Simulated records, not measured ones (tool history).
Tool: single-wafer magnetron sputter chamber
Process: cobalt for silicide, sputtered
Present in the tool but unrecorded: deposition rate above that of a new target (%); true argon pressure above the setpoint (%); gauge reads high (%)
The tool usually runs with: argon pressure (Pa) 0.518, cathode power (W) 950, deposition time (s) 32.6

| run | hour | argon pressure (Pa) | cathode power (W) | deposition time (s) | wafers since the last listed run | wafers on the sputter target | hours since the last manometer calibration | hours since the magnet pack was replaced | hours since the gauge calibration | read-back reference wafer on the same gauge, thickness_nm | mean film thickness on the monitor wafer (Å) |
|---|---|---|---|---|---|---|---|---|---|---|---|
| 1 | 0 | 0.518 | 950 | 32.6 | 0 | 3279 | 1374.7 | 10530.7 | 191.7 | 14.204 | 153.03 |
| 2 | 7.5 | 0.518 | 950 | 32.6 | 196 | 3475 | 1382.2 | 10538.2 | 199.2 | 14.229 | 153.79 |
| 3 | 19.8 | 0.518 | 950 | 32.6 | 321 | 3797 | 1394.5 | 10550.5 | 211.5 | 14.215 | 151.55 |
| 4 | 26.8 | 0.518 | 950 | 32.6 | 183 | 3980 | 1401.5 | 10557.5 | 218.5 | 14.191 | 153.7 |
| 5 | 41.9 | 0.518 | 950 | 32.6 | 394 | 4375 | 1416.6 | 10572.6 | 233.6 | 14.203 | 149.31 |
| 6 | 51.7 | 0.429 | 950 | 37.1 | 256 | 4631 | 1426.4 | 10582.4 | 243.4 | 14.172 | 173.69 |
| 7 | 62.7 | 0.429 | 950 | 37.1 | 287 | 4919 | 1437.4 | 10593.4 | 254.4 | 14.203 | 174.35 |
|  | 76.1 | sputter target and shields replaced |
| 8 | 76.6 | 0.429 | 950 | 37.1 | 154 | 12 | 1451.3 | 10607.3 | 268.3 | 14.2 | 182.28 |
|  | 85.1 | capacitance manometer re-zeroed and calibrated |
| 9 | 85.6 | 0.518 | 800 | 32.6 | 26 | 38 | 0.5 | 10616.3 | 277.3 | 14.214 | 144.79 |
|  | 88.1 | gauge calibrated |
| 10 | 88.6 | 0.518 | 950 | 30.7 | 78 | 116 | 3.5 | 10619.3 | 0.5 | 14.194 | 148.97 |
| 11 | 97.3 | 0.391 | 1100 | 32.6 | 227 | 344 | 12.2 | 10628 | 9.2 | 14.193 | 178.2 |
| 12 | 107.2 | 0.339 | 1100 | 32.6 | 258 | 603 | 22.1 | 10637.9 | 19.1 | 14.195 | 180.13 |
| 13 | 123.5 | 0.518 | 850 | 27.4 | 426 | 1029 | 38.4 | 10654.2 | 35.4 | 14.203 | 124.96 |
| 14 | 140.7 | 0.518 | 1100 | 32.6 | 449 | 1479 | 55.6 | 10671.4 | 52.6 | 14.204 | 169.96 |
|  | 158.4 | magnet pack replaced |
| 15 | 158.9 | 0.518 | 800 | 35 | 266 | 1746 | 73.8 | 0.5 | 70.8 | 14.197 | 155.14 |
| 16 | 164.8 | 0.518 | 850 | 32.6 | 154 | 1900 | 79.7 | 6.4 | 76.7 | 14.186 | 147.42 |
| 17 | 171.2 | 0.454 | 950 | 28.9 | 167 | 2067 | 86.1 | 12.8 | 83.1 | 14.186 | 141.48 |
| 18 | 187.2 | 0.518 | 950 | 32.6 | 418 | 2486 | 102.1 | 28.8 | 99.1 | 14.2 | 154.78 |
| 19 | 194.2 | 0.518 | 950 | 32.6 | 183 | 2669 | 109.1 | 35.8 | 106.1 | 14.209 | 153.57 |
| 20 | 211.7 | 0.369 | 850 | 26.5 | 457 | 3126 | 126.6 | 53.3 | 123.6 | 14.206 | 122.73 |

3 ways to go on from here, each from the tool as it stands after run 20. What would each give?
| A | 212.1 | 0.518 | 950 | 32.6 | 10 | 3137 | 127 | 53.7 | 124 | ? | ? |
| B | 212.1 | 0.518 | 950 | 29.3 | 10 | 3137 | 127 | 53.7 | 124 | ? | ? |
| C | 212.1 | 0.518 | 800 | 37.6 | 10 | 3137 | 127 | 53.7 | 124 | ? | ? |

| run | read-back reference wafer on the same gauge, thickness_nm | mean film thickness on the monitor wafer (Å) |
|---|---|---|
| A | 14.197 | 152.69 |
| B | 14.197 | 137.23 |
| C | 14.197 | 162.2 |
With no hidden state in the tool, these same runs would have given:
| run | mean film thickness on the monitor wafer (Å) |
|---|---|
| A | 157.53 |
| B | 141.58 |
| C | 167.35 |
